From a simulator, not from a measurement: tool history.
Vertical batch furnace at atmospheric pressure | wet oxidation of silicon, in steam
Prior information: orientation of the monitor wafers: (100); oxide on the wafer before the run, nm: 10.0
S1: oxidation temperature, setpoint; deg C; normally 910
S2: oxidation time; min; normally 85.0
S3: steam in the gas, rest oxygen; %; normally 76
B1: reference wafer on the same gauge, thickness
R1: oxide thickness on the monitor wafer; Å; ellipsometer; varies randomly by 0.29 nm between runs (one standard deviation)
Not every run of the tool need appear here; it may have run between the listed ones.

run,hour,S1,S2,S3,B1,R1
1,0.0,910,85.0,76,203.81,1889.9
2,16.6,910,85.0,81,204.05,1990.8
3,31.3,910,85.0,81,203.99,1984.5
4,44.9,910,85.0,81,203.98,1985.6
5,54.6,910,85.0,76,204.04,1882.1
6,70.3,910,85.0,76,204.03,1888.1
7,85.7,910,85.0,76,204.02,1887.3
8,103.8,910,85.0,76,203.90,1887.0
9,112.7,891,85.0,76,204.00,1472.9
10,120.4,891,85.0,76,203.89,1475.6
11,148.0,891,85.0,76,203.91,1470.1
12,152.5,910,115.0,82,203.90,2564.9
13,157.1,910,68.0,71,204.08,1475.1
14,163.5,910,42.5,76,204.06,1057.7
15,172.4,910,85.0,76,203.98,1879.8
16,184.8,910,85.0,83,203.98,2026.3
17,199.1,887,126.0,85,203.95,2135.6
18,208.4,910,53.0,81,204.07,1334.5
19,234.4,918,85.0,82,204.01,2084.2
20,239.0,910,85.0,76,203.93,1795.7
21,283.4,922,85.0,76,203.96,2239.9
22,319.5,910,85.0,76,203.94,1962.3
23,329.8,910,58.0,70,203.90,1334.5
24,345.9,910,55.5,72,204.04,1315.4

Between the runs listed above, the log contained 4 entries, not reproduced here. Where in the sequence does each belong, and how does what the log doesn't record of the tool's condition differ from the listed run before to the listed run after?
From run 10 to run 11: thermocouples replaced and temperature profile calibrated (hour 147.5)
  steam share off its setpoint, % of the setpoint: -5.1 -> -5.15
  measured less the result without the state, R1: -67.1 -> -67.4 Å
From run 17 to run 18: gauge calibrated (hour 201.4)
  steam share off its setpoint, % of the setpoint: -5.23 -> -5.24
  measured less the result without the state, R1: -98.4 -> -61.5 Å
From run 18 to run 19: steam generator serviced (hour 233.9)
  steam share off its setpoint, % of the setpoint: -5.24 -> -10.3
  measured less the result without the state, R1: -61.5 -> -192.8 Å
From run 20 to run 21: steam generator serviced, repeated, since the last time left the tool worse (hour 279.9)
  steam share off its setpoint, % of the setpoint: -10.3 -> -0.162
  measured less the result without the state, R1: -169.4 -> -2.9 Å

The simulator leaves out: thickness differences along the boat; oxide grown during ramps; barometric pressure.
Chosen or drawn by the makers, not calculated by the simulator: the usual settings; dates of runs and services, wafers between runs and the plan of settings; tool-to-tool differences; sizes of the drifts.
